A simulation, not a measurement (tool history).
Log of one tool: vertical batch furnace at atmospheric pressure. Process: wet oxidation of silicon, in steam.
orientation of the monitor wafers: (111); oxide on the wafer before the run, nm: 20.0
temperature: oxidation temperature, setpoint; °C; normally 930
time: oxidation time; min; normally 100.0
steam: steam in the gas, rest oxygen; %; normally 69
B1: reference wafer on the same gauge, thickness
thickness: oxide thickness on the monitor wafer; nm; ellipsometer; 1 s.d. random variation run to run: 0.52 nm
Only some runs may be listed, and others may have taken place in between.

{"run": 1, "hour": 0.0, "temperature": 930, "time": 100.0, "steam": 69, "B1": 365.17, "thickness": 326.67}
{"run": 2, "hour": 43.7, "temperature": 930, "time": 100.0, "steam": 69, "B1": 365.13, "thickness": 325.71}
{"run": 3, "hour": 60.3, "temperature": 930, "time": 100.0, "steam": 69, "B1": 365.0, "thickness": 326.13}
{"run": 4, "hour": 75.5, "temperature": 930, "time": 100.0, "steam": 69, "B1": 365.0, "thickness": 326.55}
{"run": 5, "hour": 85.2, "temperature": 930, "time": 100.0, "steam": 69, "B1": 364.97, "thickness": 326.08}
{"hour": 117.1, "done": "thermocouples replaced and temperature profile calibrated"}
{"run": 6, "hour": 117.6, "temperature": 930, "time": 138.5, "steam": 69, "B1": 364.96, "thickness": 407.54}
{"run": 7, "hour": 123.4, "temperature": 930, "time": 138.5, "steam": 69, "B1": 365.06, "thickness": 407.96}
{"run": 8, "hour": 129.2, "temperature": 930, "time": 138.5, "steam": 69, "B1": 364.94, "thickness": 407.66}
{"run": 9, "hour": 143.1, "temperature": 930, "time": 100.0, "steam": 73, "B1": 364.9, "thickness": 338.81}
{"run": 10, "hour": 155.7, "temperature": 911, "time": 83.0, "steam": 62, "B1": 365.04, "thickness": 224.84}
{"hour": 192.2, "done": "steam generator serviced"}
{"run": 11, "hour": 192.7, "temperature": 930, "time": 51.5, "steam": 78, "B1": 365.02, "thickness": 233.83}
{"run": 12, "hour": 198.5, "temperature": 930, "time": 100.0, "steam": 69, "B1": 365.19, "thickness": 342.06}
{"run": 13, "hour": 207.8, "temperature": 938, "time": 100.0, "steam": 75, "B1": 364.97, "thickness": 383.41}
{"hour": 212.4, "done": "gauge calibrated"}
{"run": 14, "hour": 218.9, "temperature": 937, "time": 66.0, "steam": 77, "B1": 364.96, "thickness": 290.79}
{"run": 15, "hour": 229.8, "temperature": 930, "time": 100.0, "steam": 69, "B1": 365.07, "thickness": 340.97}
{"run": 16, "hour": 241.3, "temperature": 930, "time": 145.0, "steam": 59, "B1": 364.97, "thickness": 397.05}
{"run": 17, "hour": 252.5, "temperature": 920, "time": 100.0, "steam": 79, "B1": 365.05, "thickness": 348.06}
{"run": 18, "hour": 265.8, "temperature": 930, "time": 60.0, "steam": 79, "B1": 364.95, "thickness": 262.07}

Predict each of these 4 candidate next runs independently; none follows another, all start after run 18:
{"run": "A", "hour": 271.7, "temperature": 930, "time": 100.0, "steam": 64, "B1": "?", "thickness": "?"}
{"run": "B", "hour": 271.7, "temperature": 947, "time": 147.5, "steam": 69, "B1": "?", "thickness": "?"}
{"run": "C", "hour": 271.7, "temperature": 930, "time": 52.0, "steam": 69, "B1": "?", "thickness": "?"}
{"run": "D", "hour": 271.7, "temperature": 944, "time": 78.0, "steam": 74, "B1": "?", "thickness": "?"}

run=A B1=364.98 thickness=324.17
run=B B1=364.98 thickness=498.00
run=C B1=364.98 thickness=215.07
run=D B1=364.98 thickness=335.07
Without the tool's unlogged condition, the same runs would have read:
run=A thickness=326.97
run=B thickness=502.00
run=C thickness=217.00
run=D thickness=337.90

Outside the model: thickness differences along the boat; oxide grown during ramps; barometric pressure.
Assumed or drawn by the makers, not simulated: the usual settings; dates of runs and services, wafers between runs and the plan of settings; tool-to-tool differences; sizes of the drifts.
